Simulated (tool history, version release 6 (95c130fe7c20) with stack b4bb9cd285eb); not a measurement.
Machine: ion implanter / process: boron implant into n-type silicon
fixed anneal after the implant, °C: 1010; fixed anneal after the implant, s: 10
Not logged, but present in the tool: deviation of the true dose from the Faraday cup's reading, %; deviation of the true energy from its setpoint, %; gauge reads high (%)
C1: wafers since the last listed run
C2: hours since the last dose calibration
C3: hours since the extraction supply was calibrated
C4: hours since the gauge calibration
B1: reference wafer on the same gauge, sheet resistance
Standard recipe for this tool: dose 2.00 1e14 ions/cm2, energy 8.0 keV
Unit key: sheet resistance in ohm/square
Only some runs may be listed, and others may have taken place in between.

Run 1, hour 0.0: usual settings but energy 9.5 keV; C1 0; C2 422.8; C3 6257.5; C4 82.2; B1 535.55. Result: sheet resistance 494.68 ohm/square.
Run 2, hour 17.4: usual settings but energy 9.5 keV; C1 414; C2 440.2; C3 6274.9; C4 99.6; B1 534.80. Result: sheet resistance 496.78 ohm/square.
Run 3, hour 34.8: usual settings but energy 9.5 keV; C1 414; C2 457.6; C3 6292.3; C4 117.0; B1 535.26. Result: sheet resistance 498.65 ohm/square.
Run 4, hour 42.5: usual settings but dose 1.82 1e14 ions/cm2, energy 9.0 keV; C1 183; C2 465.3; C3 6300.0; C4 124.7; B1 535.39. Result: sheet resistance 543.15 ohm/square.
Run 5, hour 59.2: usual settings but dose 1.82 1e14 ions/cm2, energy 9.0 keV; C1 397; C2 482.0; C3 6316.7; C4 141.4; B1 534.61. Result: sheet resistance 539.73 ohm/square.
Run 6, hour 88.3: usual settings but dose 1.82 1e14 ions/cm2, energy 9.0 keV; C1 692; C2 511.1; C3 6345.8; C4 170.5; B1 534.23. Result: sheet resistance 534.07 ohm/square.
At hour 96.5: gauge calibrated.
Run 7, hour 105.5: usual settings; C1 409; C2 528.3; C3 6363.0; C4 9.0; B1 534.62. Result: sheet resistance 508.12 ohm/square.
Run 8, hour 115.5: usual settings; C1 238; C2 538.3; C3 6373.0; C4 19.0; B1 535.09. Result: sheet resistance 503.73 ohm/square.
Run 9, hour 129.6: usual settings but energy 10.0 keV; C1 335; C2 552.4; C3 6387.1; C4 33.1; B1 535.03. Result: sheet resistance 493.81 ohm/square.
Run 10, hour 145.7: usual settings but dose 1.57 1e14 ions/cm2, energy 7.5 keV; C1 383; C2 568.5; C3 6403.2; C4 49.2; B1 533.92. Result: sheet resistance 621.21 ohm/square.
At hour 167.6: Faraday cup replaced and dose calibrated.
Run 11, hour 168.1: usual settings but dose 1.57 1e14 ions/cm2, energy 7.5 keV; C1 342; C2 0.5; C3 6425.6; C4 71.6; B1 534.59. Result: sheet resistance 650.28 ohm/square.
Run 12, hour 173.4: usual settings but dose 1.58 1e14 ions/cm2, energy 7.0 keV; C1 126; C2 5.8; C3 6430.9; C4 76.9; B1 535.70. Result: sheet resistance 647.70 ohm/square.

Expected results for the next run?
Run 13, hour 180.5: usual settings; C1 168; C2 12.9; C3 6438.0; C4 84.0; B1 ?. Result: sheet resistance ?.

B1: 535.66
sheet resistance: 529.13 ohm/square
On a tool with no hidden condition, and with the same random variation, this run would have come out at sheet resistance 527.73 ohm/square.

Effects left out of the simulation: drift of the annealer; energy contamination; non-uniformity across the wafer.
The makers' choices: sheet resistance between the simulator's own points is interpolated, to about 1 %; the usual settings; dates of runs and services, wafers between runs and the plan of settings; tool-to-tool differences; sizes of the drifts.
